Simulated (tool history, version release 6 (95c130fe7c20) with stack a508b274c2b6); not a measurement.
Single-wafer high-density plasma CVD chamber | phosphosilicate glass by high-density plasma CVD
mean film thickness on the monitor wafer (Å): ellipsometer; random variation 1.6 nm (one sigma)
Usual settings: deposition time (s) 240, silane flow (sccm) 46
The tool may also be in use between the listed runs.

| run | hour | deposition time (s) | silane flow (sccm) | read-back reference wafer on the same gauge, thickness_nm | mean film thickness on the monitor wafer (Å) |
|---|---|---|---|---|---|
| 1 | 0.0 | 240 | 46 | 1168.947 | 9448.11 |
| 2 | 10.9 | 240 | 46 | 1169.282 | 9462.37 |
| 3 | 24.1 | 240 | 46 | 1170.476 | 9477.45 |
| 4 | 71.1 | 240 | 46 | 1170.634 | 9462.73 |
| 5 | 82.2 | 240 | 46 | 1169.863 | 9448.01 |
| 6 | 95.8 | 240 | 46 | 1170.193 | 9468.68 |
| 7 | 113.0 | 240 | 49 | 1170.402 | 10090.94 |
| 8 | 120.3 | 240 | 49 | 1170.467 | 10081.56 |
| 9 | 130.9 | 240 | 46 | 1169.915 | 9461.52 |
| 10 | 148.6 | 240 | 40 | 1169.929 | 8244.11 |
| 11 | 163.4 | 240 | 40 | 1170.650 | 8235.72 |
| 12 | 214.9 | 240 | 46 | 1170.423 | 9469.02 |
|  | 229.5 | gauge calibrated |
| 13 | 241.6 | 240 | 46 | 1170.219 | 9441.55 |
| 14 | 256.5 | 240 | 46 | 1170.579 | 9460.49 |
| 15 | 273.2 | 268 | 51 | 1169.397 | 11710.52 |
| 16 | 288.7 | 209 | 54 | 1169.490 | 9689.49 |
| 17 | 300.9 | 216 | 46 | 1169.551 | 8476.41 |
| 18 | 317.3 | 208 | 46 | 1170.316 | 8227.67 |
| 19 | 325.6 | 203 | 53 | 1170.438 | 9215.29 |
| 20 | 341.7 | 210 | 38 | 1170.308 | 6809.10 |
|  | 349.8 | silane flow controller replaced |
| 21 | 352.4 | 240 | 46 | 1170.758 | 10097.12 |
| 22 | 360.8 | 280 | 49 | 1170.509 | 12564.80 |

The next listed run, before its measurement:
| 23 | 372.3 | 260 | 55 | ? | ? |

{"run 23": {"read-back reference wafer on the same gauge, thickness_nm": 1169.944, "mean film thickness on the monitor wafer (Å)": 13081.57}}
Without the tool's hidden state the same run would have given mean film thickness on the monitor wafer (Å) 13055.95.

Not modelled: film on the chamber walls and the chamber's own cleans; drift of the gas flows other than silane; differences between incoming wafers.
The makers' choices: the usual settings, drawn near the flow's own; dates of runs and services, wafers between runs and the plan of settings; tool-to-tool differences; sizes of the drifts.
